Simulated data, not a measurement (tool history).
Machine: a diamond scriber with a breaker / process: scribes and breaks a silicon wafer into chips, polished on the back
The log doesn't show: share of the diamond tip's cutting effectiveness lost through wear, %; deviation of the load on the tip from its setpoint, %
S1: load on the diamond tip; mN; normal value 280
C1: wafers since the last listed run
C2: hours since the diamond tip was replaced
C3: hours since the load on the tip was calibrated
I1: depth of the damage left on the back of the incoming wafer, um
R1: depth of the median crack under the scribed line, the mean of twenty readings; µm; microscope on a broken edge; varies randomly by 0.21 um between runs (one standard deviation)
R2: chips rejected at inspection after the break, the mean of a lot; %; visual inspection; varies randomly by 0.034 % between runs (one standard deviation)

run 1 day=0.000 | S1=217 | C1=0 C2=384.6 C3=2001.5 | I1=0.05 | R1=12.54 R2=1.35
run 2 day=2.917 | S1=217 | C1=158 C2=454.6 C3=2071.5 | I1=0.04 | R1=12.38 R2=1.34
run 3 day=5.346 | S1=280 | C1=131 C2=512.9 C3=2129.8 | I1=0.02 | R1=15.10 R2=2.50
-- day=9.396 load on the tip recalibrated
run 4 day=9.508 | S1=280 | C1=221 C2=612.8 C3=2.7 | I1=0.03 | R1=13.23 R2=0.64
run 5 day=12.208 | S1=339 | C1=146 C2=677.6 C3=67.5 | I1=0.02 | R1=15.37 R2=2.32
run 6 day=14.088 | S1=280 | C1=102 C2=722.7 C3=112.6 | I1=0.04 | R1=13.49 R2=0.68
run 7 day=15.700 | S1=280 | C1=87 C2=761.4 C3=151.3 | I1=0.05 | R1=13.60 R2=0.67
run 8 day=19.933 | S1=280 | C1=229 C2=863.0 C3=252.9 | I1=0.03 | R1=13.59 R2=0.61
run 9 day=22.250 | S1=280 | C1=125 C2=918.6 C3=308.5 | I1=0.04 | R1=13.29 R2=0.68
-- day=25.275 diamond tip replaced by a new one
run 10 day=25.296 | S1=221 | C1=160 C2=0.5 C3=381.6 | I1=0.02 | R1=11.62 R2=3.95
run 11 day=29.704 | S1=280 | C1=239 C2=106.3 C3=487.4 | I1=0.03 | R1=13.39 R2=0.65
run 12 day=32.038 | S1=280 | C1=126 C2=162.3 C3=543.4 | I1=0.03 | R1=13.65 R2=0.60
run 13 day=35.967 | S1=280 | C1=213 C2=256.6 C3=637.7 | I1=0.02 | R1=13.69 R2=0.65
run 14 day=39.350 | S1=280 | C1=183 C2=337.8 C3=718.9 | I1=0.01 | R1=13.65 R2=0.63
run 15 day=42.446 | S1=280 | C1=168 C2=412.1 C3=793.2 | I1=0.02 | R1=13.58 R2=0.62
run 16 day=46.662 | S1=251 | C1=228 C2=513.3 C3=894.4 | I1=0.03 | R1=12.64 R2=1.15
run 17 day=50.371 | S1=280 | C1=201 C2=602.3 C3=983.4 | I1=0.05 | R1=14.09 R2=0.62
run 18 day=53.308 | S1=280 | C1=159 C2=672.8 C3=1053.9 | I1=0.02 | R1=13.84 R2=0.68
run 19 day=65.162 | S1=216 | C1=643 C2=957.3 C3=1338.4 | I1=0.03 | R1=11.74 R2=3.37
-- day=66.958 diamond tip replaced by a new one
run 20 day=68.596 | S1=201 | C1=181 C2=39.3 C3=1420.8 | I1=0.02 | R1=11.19 R2=5.09
run 21 day=72.150 | S1=280 | C1=192 C2=124.6 C3=1506.1 | I1=0.03 | R1=14.25 R2=0.97
run 22 day=74.962 | S1=200 | C1=152 C2=192.1 C3=1573.6 | I1=0.03 | R1=11.03 R2=5.13
run 23 day=78.342 | S1=359 | C1=183 C2=273.2 C3=1654.7 | I1=0.01 | R1=17.19 R2=6.69
run 24 day=81.108 | S1=357 | C1=150 C2=339.6 C3=1721.1 | I1=0.03 | R1=17.05 R2=7.15
run 25 day=85.354 | S1=306 | C1=230 C2=441.5 C3=1823.0 | I1=0.04 | R1=15.14 R2=2.99
run 26 day=88.296 | S1=280 | C1=159 C2=512.1 C3=1893.6 | I1=0.02 | R1=14.76 R2=1.29
run 27 day=89.983 | S1=343 | C1=91 C2=552.6 C3=1934.1 | I1=0.05 | R1=17.57 R2=6.17
-- day=90.975 load on the tip recalibrated
run 28 day=91.638 | S1=338 | C1=85 C2=592.3 C3=15.9 | I1=0.01 | R1=15.36 R2=2.72
run 29 day=95.883 | S1=280 | C1=230 C2=694.2 C3=117.8 | I1=0.05 | R1=13.66 R2=0.67
-- day=100.321 diamond tip replaced by a new one
run 30 day=102.654 | S1=252 | C1=363 C2=56.0 C3=280.3 | I1=0.03 | R1=12.62 R2=1.20
run 31 day=106.842 | S1=236 | C1=227 C2=156.5 C3=380.8 | I1=0.02 | R1=11.79 R2=2.74
run 32 day=110.529 | S1=280 | C1=200 C2=245.0 C3=469.3 | I1=0.03 | R1=13.83 R2=0.66
run 33 day=112.592 | S1=335 | C1=111 C2=294.5 C3=518.8 | I1=0.04 | R1=15.16 R2=2.61
run 34 day=116.217 | S1=219 | C1=196 C2=381.5 C3=605.8 | I1=0.02 | R1=11.48 R2=4.34
run 35 day=122.571 | S1=322 | C1=345 C2=534.0 C3=758.3 | I1=0.05 | R1=15.34 R2=2.05
run 36 day=124.183 | S1=342 | C1=87 C2=572.7 C3=797.0 | I1=0.02 | R1=15.83 R2=3.34
run 37 day=127.358 | S1=338 | C1=172 C2=648.9 C3=873.2 | I1=0.01 | R1=15.90 R2=3.35

Hidden state, per run?
share of the diamond tip's cutting effectiveness lost through wear, %: 0 in every run
H1: deviation of the load on the tip from its setpoint, %
run=1 H1=16.1
run=2 H1=17.2
run=3 H1=18.1
run=4 H1=-1.54
run=5 H1=-1.52
run=6 H1=-1.49
run=7 H1=-1.45
run=8 H1=-1.29
run=9 H1=-1.17
run=10 H1=-0.979
run=11 H1=-0.625
run=12 H1=-0.402
run=13 H1=0.0266
run=14 H1=0.451
run=15 H1=0.883
run=16 H1=1.54
run=17 H1=2.18
run=18 H1=2.74
run=19 H1=5.36
run=20 H1=6.23
run=21 H1=7.2
run=22 H1=8
run=23 H1=9
run=24 H1=9.87
run=25 H1=11.3
run=26 H1=12.3
run=27 H1=12.9
run=28 H1=-0.929
run=29 H1=-0.877
run=30 H1=-0.628
run=31 H1=-0.372
run=32 H1=-0.0822
run=33 H1=0.106
run=34 H1=0.483
run=35 H1=1.28
run=36 H1=1.52
run=37 H1=2.01
